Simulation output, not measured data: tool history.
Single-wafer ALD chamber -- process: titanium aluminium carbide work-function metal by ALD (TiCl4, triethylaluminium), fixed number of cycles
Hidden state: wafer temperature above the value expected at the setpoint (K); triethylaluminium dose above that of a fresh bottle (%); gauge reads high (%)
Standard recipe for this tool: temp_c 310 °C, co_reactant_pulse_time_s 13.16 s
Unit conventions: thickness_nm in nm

run	hour	temp_c	co_reactant_pulse_time_s	wafers since the last listed run	hours since the last thermocouple change	hours since the last triethylaluminium bottle change	hours since the showerhead was replaced	hours since the gauge calibration	read-back reference wafer on the same gauge, thickness_nm	thickness_nm
1	0.0	310	13.16	0	2130.0	1552.9	2227.9	565.2	1.768	1.953
2	50.7	310	13.16	637	2180.7	1603.6	2278.6	615.9	1.768	1.939
3	110.0	310	13.16	745	2240.0	1662.9	2337.9	675.2	1.771	1.957
4	173.8	318	13.16	801	2303.8	1726.7	2401.7	739.0	1.774	2.024
5	249.2	318	13.16	947	2379.2	1802.1	2477.1	814.4	1.772	1.994
6	300.5	318	13.16	644	2430.5	1853.4	2528.4	865.7	1.771	2.034
7	359.2	310	13.16	737	2489.2	1912.1	2587.1	924.4	1.771	1.950
8	456.1	310	13.16	1217	2586.1	2009.0	2684.0	1021.3	1.768	1.956
# hour 487.8: showerhead replaced
9	497.6	320	17.15	421	2627.6	2050.5	9.8	1062.8	1.767	2.049
# hour 518.7: gauge calibrated
# hour 549.6: triethylaluminium bottle replaced
10	566.2	310	13.16	761	2696.2	16.6	78.4	47.5	1.768	1.934
11	633.4	295	10.43	844	2763.4	83.8	145.6	114.7	1.772	1.787
# hour 674.4: thermocouple changed; heater temperature recalibrated
12	730.6	321	13.16	1121	56.2	181.0	242.8	211.9	1.769	2.048
13	781.1	304	10.73	634	106.7	231.5	293.3	262.4	1.771	1.900
14	883.5	315	8.63	1287	209.1	333.9	395.7	364.8	1.769	1.919
15	923.6	310	13.16	503	249.2	374.0	435.8	404.9	1.770	1.959
16	989.2	310	13.16	824	314.8	439.6	501.4	470.5	1.769	1.947
17	1060.1	316	10.22	891	385.7	510.5	572.3	541.4	1.766	1.954
18	1153.3	321	14.73	1171	478.9	603.7	665.5	634.6	1.770	2.060

3 options for the next run, each taken on its own from the tool as it stands now. Forecast them:
A	1153.7	310	10.37	5	479.3	604.1	665.9	635.0	?	?
B	1153.7	323	17.45	5	479.3	604.1	665.9	635.0	?	?
C	1153.7	310	10.97	5	479.3	604.1	665.9	635.0	?	?

run	read-back reference wafer on the same gauge, thickness_nm	thickness_nm
A	1.769	1.904
B	1.769	2.068
C	1.769	1.915
Take away the tool's hidden state, keep each run's random variation, and the runs would have read:
run	thickness_nm
A	1.904
B	2.068
C	1.915
